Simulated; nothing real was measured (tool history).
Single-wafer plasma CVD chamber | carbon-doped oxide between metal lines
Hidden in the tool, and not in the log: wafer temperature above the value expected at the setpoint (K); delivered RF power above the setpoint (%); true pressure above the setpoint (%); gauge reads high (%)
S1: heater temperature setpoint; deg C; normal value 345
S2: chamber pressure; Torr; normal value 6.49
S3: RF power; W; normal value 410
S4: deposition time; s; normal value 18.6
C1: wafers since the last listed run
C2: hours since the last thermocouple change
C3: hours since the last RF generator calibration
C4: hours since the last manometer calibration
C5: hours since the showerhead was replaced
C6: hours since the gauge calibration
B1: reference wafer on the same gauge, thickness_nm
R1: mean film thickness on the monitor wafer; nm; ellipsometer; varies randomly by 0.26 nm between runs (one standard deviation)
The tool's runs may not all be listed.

run 1 hour=0 | S1=345 S2=6.49 S3=410 S4=18.6 | C1=0 C2=2622.6 C3=1214.1 C4=1661.3 C5=3485.9 C6=29 | B1=93.277 | R1=74.576
run 2 hour=33.3 | S1=345 S2=6.49 S3=410 S4=18.6 | C1=722 C2=2655.9 C3=1247.4 C4=1694.6 C5=3519.2 C6=62.3 | B1=93.298 | R1=74.928
run 3 hour=60.5 | S1=345 S2=6.49 S3=470 S4=18.6 | C1=590 C2=2683.1 C3=1274.6 C4=1721.8 C5=3546.4 C6=89.5 | B1=93.279 | R1=84.523
run 4 hour=94.6 | S1=345 S2=6.49 S3=470 S4=18.6 | C1=740 C2=2717.2 C3=1308.7 C4=1755.9 C5=3580.5 C6=123.6 | B1=93.333 | R1=84.346
-- hour=110.5 thermocouple changed; heater temperature recalibrated
run 5 hour=127.6 | S1=345 S2=6.49 S3=470 S4=18.6 | C1=542 C2=17.1 C3=1341.7 C4=1788.9 C5=3613.5 C6=156.6 | B1=93.316 | R1=84.922
run 6 hour=157.6 | S1=345 S2=6.49 S3=365 S4=19.9 | C1=651 C2=47.1 C3=1371.7 C4=1818.9 C5=3643.5 C6=186.6 | B1=93.198 | R1=70.77
run 7 hour=169.9 | S1=345 S2=6.49 S3=365 S4=19.9 | C1=266 C2=59.4 C3=1384 C4=1831.2 C5=3655.8 C6=198.9 | B1=93.308 | R1=71.021
run 8 hour=183 | S1=345 S2=6.49 S3=410 S4=18.6 | C1=284 C2=72.5 C3=1397.1 C4=1844.3 C5=3668.9 C6=212 | B1=93.36 | R1=73.915
run 9 hour=203.4 | S1=353 S2=5.89 S3=480 S4=16.1 | C1=442 C2=92.9 C3=1417.5 C4=1864.7 C5=3689.3 C6=232.4 | B1=93.475 | R1=72.387
-- hour=228.7 RF generator calibrated
run 10 hour=233.3 | S1=337 S2=6.49 S3=485 S4=18.6 | C1=475 C2=122.8 C3=4.6 C4=1894.6 C5=3719.2 C6=262.3 | B1=93.434 | R1=95.629
-- hour=244.3 capacitance manometer re-zeroed and calibrated
-- hour=254.1 gauge calibrated
run 11 hour=255.9 | S1=359 S2=6.49 S3=370 S4=16.9 | C1=316 C2=145.4 C3=27.2 C4=11.6 C5=3741.8 C6=1.8 | B1=93.388 | R1=63.475
run 12 hour=268 | S1=345 S2=6.49 S3=370 S4=20.4 | C1=262 C2=157.5 C3=39.3 C4=23.7 C5=3753.9 C6=13.9 | B1=93.217 | R1=79.274
-- hour=278.7 showerhead replaced
run 13 hour=280.8 | S1=340 S2=6.49 S3=355 S4=15.9 | C1=104 C2=170.3 C3=52.1 C4=36.5 C5=2.1 C6=26.7 | B1=93.309 | R1=60.502
run 14 hour=317.5 | S1=356 S2=7.22 S3=365 S4=18.6 | C1=796 C2=207 C3=88.8 C4=73.2 C5=38.8 C6=63.4 | B1=93.373 | R1=68.768
run 15 hour=337.6 | S1=345 S2=6.49 S3=410 S4=15.6 | C1=436 C2=227.1 C3=108.9 C4=93.3 C5=58.9 C6=83.5 | B1=93.364 | R1=66.916
run 16 hour=350.9 | S1=345 S2=6.49 S3=365 S4=19.9 | C1=288 C2=240.4 C3=122.2 C4=106.6 C5=72.2 C6=96.8 | B1=93.302 | R1=75.924

Consider 3 possible next runs. They are alternatives, not a sequence: every one starts from the tool as it was left by run 16. What does each give?
run A hour=351.3 | S1=345 S2=6.49 S3=410 S4=18.6 | C1=8 C2=240.8 C3=122.6 C4=107 C5=72.6 C6=97.2 | B1=? | R1=?
run B hour=351.3 | S1=345 S2=5.25 S3=410 S4=15.6 | C1=8 C2=240.8 C3=122.6 C4=107 C5=72.6 C6=97.2 | B1=? | R1=?
run C hour=351.3 | S1=330 S2=8.1 S3=475 S4=20.5 | C1=8 C2=240.8 C3=122.6 C4=107 C5=72.6 C6=97.2 | B1=? | R1=?

run=A B1=93.201 R1=79.726
run=B B1=93.201 R1=66.285
run=C B1=93.201 R1=106.711
Stripped of hidden state, with their random variation kept, the same runs would have yielded:
run=A R1=82.057
run=B R1=68.224
run=C R1=109.402

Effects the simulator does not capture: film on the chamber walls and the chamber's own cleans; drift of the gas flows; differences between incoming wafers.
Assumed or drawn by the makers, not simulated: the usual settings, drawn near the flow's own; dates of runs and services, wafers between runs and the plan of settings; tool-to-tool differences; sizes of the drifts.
